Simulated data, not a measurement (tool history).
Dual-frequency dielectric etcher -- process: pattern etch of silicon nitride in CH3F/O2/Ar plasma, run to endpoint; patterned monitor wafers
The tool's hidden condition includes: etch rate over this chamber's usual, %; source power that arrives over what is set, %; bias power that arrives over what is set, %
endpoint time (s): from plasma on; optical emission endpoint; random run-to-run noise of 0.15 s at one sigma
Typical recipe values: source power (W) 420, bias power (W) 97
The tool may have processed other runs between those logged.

| run | hour | source power (W) | bias power (W) | wafers since the last listed run | hours since the last wet clean | hours since the last source power generator calibration | hours since the last bias power generator calibration | hours since the last upper electrode change | incoming incoming film thickness, nm | endpoint time (s) |
|---|---|---|---|---|---|---|---|---|---|---|
| 1 | 0.0 | 420 | 97 | 0 | 274.4 | 2782.3 | 265.9 | 1055.8 | 23.54 | 30.9 |
| 2 | 51.5 | 370 | 97 | 544 | 325.9 | 2833.8 | 317.4 | 1107.3 | 23.37 | 32.7 |
| 3 | 114.4 | 420 | 97 | 665 | 388.8 | 2896.7 | 380.3 | 1170.2 | 23.19 | 30.8 |
|  | 141.2 | wet clean of the chamber |
| 4 | 156.5 | 420 | 97 | 191 | 15.3 | 2938.8 | 422.4 | 1212.3 | 23.27 | 30.8 |
| 5 | 253.3 | 420 | 97 | 1023 | 112.1 | 3035.6 | 519.2 | 1309.1 | 23.33 | 31.1 |
| 6 | 308.7 | 460 | 97 | 585 | 167.5 | 3091.0 | 574.6 | 1364.5 | 23.32 | 29.8 |
| 7 | 335.8 | 460 | 97 | 286 | 194.6 | 3118.1 | 601.7 | 1391.6 | 23.43 | 29.8 |
| 8 | 378.6 | 460 | 97 | 452 | 237.4 | 3160.9 | 644.5 | 1434.4 | 23.37 | 29.8 |
| 9 | 442.4 | 420 | 97 | 674 | 301.2 | 3224.7 | 708.3 | 1498.2 | 23.26 | 30.9 |
|  | 501.1 | wet clean of the chamber |
| 10 | 505.7 | 420 | 97 | 415 | 4.6 | 3288.0 | 771.6 | 1561.5 | 23.32 | 31.0 |
| 11 | 623.1 | 420 | 97 | 1241 | 122.0 | 3405.4 | 889.0 | 1678.9 | 23.42 | 31.0 |
|  | 633.5 | source power generator calibrated |
| 12 | 693.7 | 420 | 97 | 704 | 192.6 | 60.2 | 959.6 | 1749.5 | 23.34 | 31.1 |
| 13 | 724.7 | 420 | 92 | 327 | 223.6 | 91.2 | 990.6 | 1780.5 | 23.47 | 31.9 |
| 14 | 764.5 | 420 | 97 | 420 | 263.4 | 131.0 | 1030.4 | 1820.3 | 23.28 | 31.1 |
|  | 828.6 | wet clean of the chamber |
| 15 | 829.1 | 420 | 97 | 429 | 0.5 | 195.6 | 1095.0 | 1884.9 | 23.47 | 31.4 |
| 16 | 880.0 | 420 | 97 | 538 | 51.4 | 246.5 | 1145.9 | 1935.8 | 23.80 | 31.8 |
| 17 | 949.0 | 350 | 77 | 729 | 120.4 | 315.5 | 1214.9 | 2004.8 | 23.41 | 37.3 |
|  | 1000.7 | upper electrode replaced, of another model than before |
| 18 | 1017.9 | 330 | 75 | 474 | 189.3 | 384.4 | 1283.8 | 17.2 | 23.47 | 40.7 |
| 19 | 1050.0 | 420 | 97 | 339 | 221.4 | 416.5 | 1315.9 | 49.3 | 23.33 | 31.0 |
| 20 | 1082.4 | 490 | 97 | 342 | 253.8 | 448.9 | 1348.3 | 81.7 | 23.82 | 28.3 |
|  | 1087.3 | bias power generator calibrated |
| 21 | 1110.8 | 420 | 112 | 258 | 282.2 | 477.3 | 23.5 | 110.1 | 23.40 | 29.6 |
| 22 | 1137.8 | 420 | 97 | 285 | 309.2 | 504.3 | 50.5 | 137.1 | 23.33 | 30.6 |
| 23 | 1189.8 | 420 | 90 | 550 | 361.2 | 556.3 | 102.5 | 189.1 | 23.50 | 31.6 |
|  | 1215.6 | wet clean of the chamber |
| 24 | 1246.8 | 420 | 117 | 349 | 31.2 | 613.3 | 159.5 | 246.1 | 23.54 | 29.4 |
| 25 | 1296.8 | 420 | 97 | 528 | 81.2 | 663.3 | 209.5 | 296.1 | 23.60 | 30.9 |
| 26 | 1327.6 | 360 | 74 | 325 | 112.0 | 694.1 | 240.3 | 326.9 | 23.19 | 36.9 |
| 27 | 1373.1 | 420 | 97 | 481 | 157.5 | 739.6 | 285.8 | 372.4 | 23.51 | 31.0 |
| 28 | 1439.2 | 380 | 80 | 699 | 223.6 | 805.7 | 351.9 | 438.5 | 23.44 | 35.1 |
| 29 | 1463.5 | 510 | 97 | 257 | 247.9 | 830.0 | 376.2 | 462.8 | 23.54 | 27.2 |
| 30 | 1529.5 | 360 | 104 | 698 | 313.9 | 896.0 | 442.2 | 528.8 | 23.28 | 34.5 |
|  | 1566.0 | wet clean of the chamber |
| 31 | 1566.5 | 420 | 97 | 137 | 0.5 | 933.0 | 479.2 | 565.8 | 23.71 | 31.3 |
| 32 | 1590.2 | 470 | 118 | 250 | 24.2 | 956.7 | 502.9 | 589.5 | 23.38 | 26.8 |
| 33 | 1666.8 | 450 | 76 | 810 | 100.8 | 1033.3 | 579.5 | 666.1 | 23.43 | 30.9 |

Pick out some run-to-run changes in endpoint time (s). Of each, how much would a tool without hidden state show as well, from the settings, what came in and chance, and how much is left for the hidden state and any gauge scatter not in both results compared?
Run 1 -> 2: source power (W) 420 -> 370. endpoint time (s) +1.8: hidden state +0.1, all else +1.7.
Run 17 -> 18: source power (W) 350 -> 330, bias power (W) 77 -> 75, upper electrode replaced, of another model than before. endpoint time (s) +3.4: hidden state -0.3, all else +3.7.
Run 18 -> 19: source power (W) 330 -> 420, bias power (W) 75 -> 97. endpoint time (s) -9.7: hidden state -0.1, all else -9.6.
Run 20 -> 21: source power (W) 490 -> 420, bias power (W) 97 -> 112, bias power generator calibrated. endpoint time (s) +1.3: hidden state -0.3, all else +1.6.
Run 28 -> 29: source power (W) 380 -> 510, bias power (W) 80 -> 97. endpoint time (s) -7.9: hidden state +0.0, all else -7.9.
Run 29 -> 30: source power (W) 510 -> 360, bias power (W) 97 -> 104. endpoint time (s) +7.3: hidden state +0.1, all else +7.2.
